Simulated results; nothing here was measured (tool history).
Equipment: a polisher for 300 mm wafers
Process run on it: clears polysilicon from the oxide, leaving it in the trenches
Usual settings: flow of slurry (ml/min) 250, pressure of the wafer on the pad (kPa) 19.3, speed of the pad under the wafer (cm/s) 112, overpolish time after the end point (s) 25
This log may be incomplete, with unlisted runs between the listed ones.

run	hour	flow of slurry (ml/min)	pressure of the wafer on the pad (kPa)	speed of the pad under the wafer (cm/s)	overpolish time after the end point (s)	wafers since the last listed run	wafers polished on this pad	hours since the slurry nozzle was cleaned	hours since the head pressure was calibrated	incoming thickness of the incoming film, nm	time until the end point was called (s)
1	0	250	19.3	112	25	0	32	197.2	377.3	716.7	43.8
# hour 27: head pressure recalibrated
2	31.2	250	19.3	112	25	309	341	228.4	4.2	724.6	44.3
3	66.7	250	19.3	112	25	376	718	263.9	39.7	739.9	44.7
4	100.1	250	19.3	112	25	354	1072	297.3	73.1	724.2	46.2
5	128.4	250	19.3	112	25	300	1372	325.6	101.4	744.4	47.9
6	151.9	250	19.3	112	37	249	1621	349.1	124.9	732.1	48.3
# hour 169.5: slurry nozzle cleaned
7	173.9	250	19.3	86	25	222	1844	4.4	146.9	731	61.6
8	205.8	250	19.3	82	29	338	2182	36.3	178.8	728.9	64.2
9	226	250	17.9	112	19	214	2397	56.5	199	719.9	54.1
# hour 236.1: worn pad replaced by a new one
10	240.2	250	24.8	98	25	108	43	70.7	213.2	743.8	43
11	262.3	310	19.3	112	25	234	278	92.8	235.3	733.8	44.2
12	284.4	250	19.3	112	25	234	512	114.9	257.4	720.1	43.2
13	312.9	250	19.3	112	25	302	814	143.4	285.9	724.4	45.4
14	341.6	285	19.3	112	11	304	1118	172.1	314.6	739.8	46.1
15	356.2	250	13.1	112	34	154	1273	186.7	329.2	726.9	57.1
16	371.9	250	19.3	136	38	166	1440	202.4	344.9	729.3	39.9
17	390.9	250	19.3	112	25	201	1641	221.4	363.9	725	47.2
# hour 412.6: head pressure recalibrated
18	413.1	250	19.3	112	25	214	1855	243.6	0.5	734.8	48.4
# hour 430.6: worn pad replaced by a new one
19	431.1	170	14.5	146	25	148	5	261.6	18.5	725.8	43.6
20	464.3	250	16.5	112	25	352	357	294.8	51.7	736.1	49.1
21	481.4	250	19.3	112	25	181	539	311.9	68.8	732.5	44.4
22	501.5	290	22.1	78	25	213	752	332	88.9	727	54.8
23	528.9	250	19.3	112	11	290	1042	359.4	116.3	723.6	44.7
24	560.3	250	24.8	112	25	332	1375	390.8	147.7	715.5	39.1
25	576.6	250	19.3	112	25	172	1548	407.1	164	736.2	46.6
# hour 584.6: slurry nozzle cleaned
26	598.5	250	19.3	112	25	221	1770	13.9	185.9	726.7	47.3
27	612.7	250	19.3	112	25	150	1920	28.1	200.1	733.9	49.2
# hour 620.2: worn pad replaced by a new one
28	720.6	250	19.3	112	25	1101	1064	136	308	733.9	45.5
29	749.6	250	19.3	134	33	307	1371	165	337	725.9	39.7
30	782.4	285	15.9	112	25	347	1719	197.8	369.8	726.8	52.6
31	797.4	250	19.3	102	25	159	1878	212.8	384.8	721.7	51.5
# hour 805.4: head pressure recalibrated
32	812.2	305	19.3	152	25	135	2014	227.6	6.8	743.3	38
33	826.1	250	21.4	112	25	147	2161	241.5	20.7	731.7	47.9
# hour 836.9: worn pad replaced by a new one
34	845.3	250	19.3	88	25	161	88	260.7	39.9	738.8	54.8
35	865.3	205	22.1	112	25	212	300	280.7	59.9	734.6	41.9

Here are 3 independent what-if runs from the current tool condition. What would each one return?
A	865.7	250	19.3	112	25	4	305	281.1	60.3	735.7	?
B	865.7	310	24.8	148	10	4	305	281.1	60.3	735.7	?
C	865.7	165	19.3	136	25	4	305	281.1	60.3	735.7	?

run	time until the end point was called (s)
A	45.5
B	30.2
C	40.1
With no hidden state in the tool, these same runs would have given:
run	time until the end point was called (s)
A	45.1
B	29.9
C	39.8

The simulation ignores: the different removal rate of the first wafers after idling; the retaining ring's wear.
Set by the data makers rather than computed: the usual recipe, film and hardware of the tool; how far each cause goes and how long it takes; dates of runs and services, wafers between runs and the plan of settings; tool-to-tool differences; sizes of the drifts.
